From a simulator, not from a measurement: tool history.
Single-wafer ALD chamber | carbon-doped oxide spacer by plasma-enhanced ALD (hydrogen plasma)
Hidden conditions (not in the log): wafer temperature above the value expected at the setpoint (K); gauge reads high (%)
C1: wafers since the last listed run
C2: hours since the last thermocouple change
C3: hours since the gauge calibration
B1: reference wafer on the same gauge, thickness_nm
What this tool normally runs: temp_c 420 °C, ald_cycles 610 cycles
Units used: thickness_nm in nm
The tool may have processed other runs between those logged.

{"run": 1, "hour": 0.0, "temp_c": 426, "ald_cycles": 610, "C1": 0, "C2": 865.4, "C3": 243.5, "B1": 27.818, "thickness_nm": 26.325}
{"run": 2, "hour": 27.7, "temp_c": 426, "ald_cycles": 610, "C1": 20, "C2": 893.1, "C3": 271.2, "B1": 27.809, "thickness_nm": 26.199}
{"run": 3, "hour": 64.6, "temp_c": 420, "ald_cycles": 681, "C1": 27, "C2": 930, "C3": 308.1, "B1": 27.819, "thickness_nm": 29.912}
{"run": 4, "hour": 136.5, "temp_c": 420, "ald_cycles": 681, "C1": 54, "C2": 1001.9, "C3": 380, "B1": 27.791, "thickness_nm": 29.86}
{"run": 5, "hour": 193.6, "temp_c": 420, "ald_cycles": 525, "C1": 43, "C2": 1059, "C3": 437.1, "B1": 27.801, "thickness_nm": 22.998}
{"run": 6, "hour": 223.2, "temp_c": 411, "ald_cycles": 610, "C1": 22, "C2": 1088.6, "C3": 466.7, "B1": 27.787, "thickness_nm": 27.386}
{"run": 7, "hour": 327.7, "temp_c": 420, "ald_cycles": 653, "C1": 79, "C2": 1193.1, "C3": 571.2, "B1": 27.81, "thickness_nm": 28.709}
{"run": 8, "hour": 390.6, "temp_c": 420, "ald_cycles": 653, "C1": 47, "C2": 1256, "C3": 634.1, "B1": 27.799, "thickness_nm": 28.632}
{"run": 9, "hour": 441.0, "temp_c": 420, "ald_cycles": 653, "C1": 38, "C2": 1306.4, "C3": 684.5, "B1": 27.788, "thickness_nm": 28.744}
{"run": 10, "hour": 499.1, "temp_c": 420, "ald_cycles": 610, "C1": 43, "C2": 1364.5, "C3": 742.6, "B1": 27.812, "thickness_nm": 26.68}
{"hour": 553.4, "done": "gauge calibrated"}
{"run": 11, "hour": 569.5, "temp_c": 420, "ald_cycles": 610, "C1": 53, "C2": 1434.9, "C3": 16.1, "B1": 27.783, "thickness_nm": 26.8}
{"run": 12, "hour": 722.7, "temp_c": 420, "ald_cycles": 610, "C1": 115, "C2": 1588.1, "C3": 169.3, "B1": 27.814, "thickness_nm": 26.824}
{"run": 13, "hour": 777.0, "temp_c": 434, "ald_cycles": 648, "C1": 41, "C2": 1642.4, "C3": 223.6, "B1": 27.805, "thickness_nm": 27.494}
{"run": 14, "hour": 839.7, "temp_c": 428, "ald_cycles": 610, "C1": 47, "C2": 1705.1, "C3": 286.3, "B1": 27.782, "thickness_nm": 26.17}
{"run": 15, "hour": 895.5, "temp_c": 420, "ald_cycles": 558, "C1": 42, "C2": 1760.9, "C3": 342.1, "B1": 27.796, "thickness_nm": 24.535}
{"hour": 924.5, "done": "thermocouple changed; heater temperature recalibrated"}
{"run": 16, "hour": 936.4, "temp_c": 427, "ald_cycles": 563, "C1": 24, "C2": 11.9, "C3": 383, "B1": 27.813, "thickness_nm": 23.864}
{"run": 17, "hour": 988.9, "temp_c": 410, "ald_cycles": 569, "C1": 39, "C2": 64.4, "C3": 435.5, "B1": 27.804, "thickness_nm": 25.313}
{"run": 18, "hour": 1028.3, "temp_c": 426, "ald_cycles": 610, "C1": 29, "C2": 103.8, "C3": 474.9, "B1": 27.806, "thickness_nm": 25.969}
{"run": 19, "hour": 1098.3, "temp_c": 420, "ald_cycles": 569, "C1": 52, "C2": 173.8, "C3": 544.9, "B1": 27.796, "thickness_nm": 24.636}
{"run": 20, "hour": 1143.7, "temp_c": 420, "ald_cycles": 610, "C1": 34, "C2": 219.2, "C3": 590.3, "B1": 27.802, "thickness_nm": 26.445}
{"run": 21, "hour": 1200.0, "temp_c": 420, "ald_cycles": 610, "C1": 42, "C2": 275.5, "C3": 646.6, "B1": 27.795, "thickness_nm": 26.548}
{"run": 22, "hour": 1233.2, "temp_c": 409, "ald_cycles": 707, "C1": 25, "C2": 308.7, "C3": 679.8, "B1": 27.78, "thickness_nm": 31.688}

Below, some changes in thickness_nm between adjacent runs. For each, the amount present without the hidden state too (settings, incoming material, random variation) and the amount remaining for the hidden state with gauge scatter not shared by both compared results:
Run 4 -> 5: ald_cycles 681 -> 525. thickness_nm -6.862 nm: hidden state -0.093, all else -6.769.
Run 15 -> 16: temp_c 420 -> 427, ald_cycles 558 -> 563, thermocouple changed; heater temperature recalibrated. thickness_nm -0.671 nm: hidden state -0.428, all else -0.243.
Run 21 -> 22: temp_c 420 -> 409, ald_cycles 610 -> 707. thickness_nm +5.14 nm: hidden state +0.044, all else +5.096.

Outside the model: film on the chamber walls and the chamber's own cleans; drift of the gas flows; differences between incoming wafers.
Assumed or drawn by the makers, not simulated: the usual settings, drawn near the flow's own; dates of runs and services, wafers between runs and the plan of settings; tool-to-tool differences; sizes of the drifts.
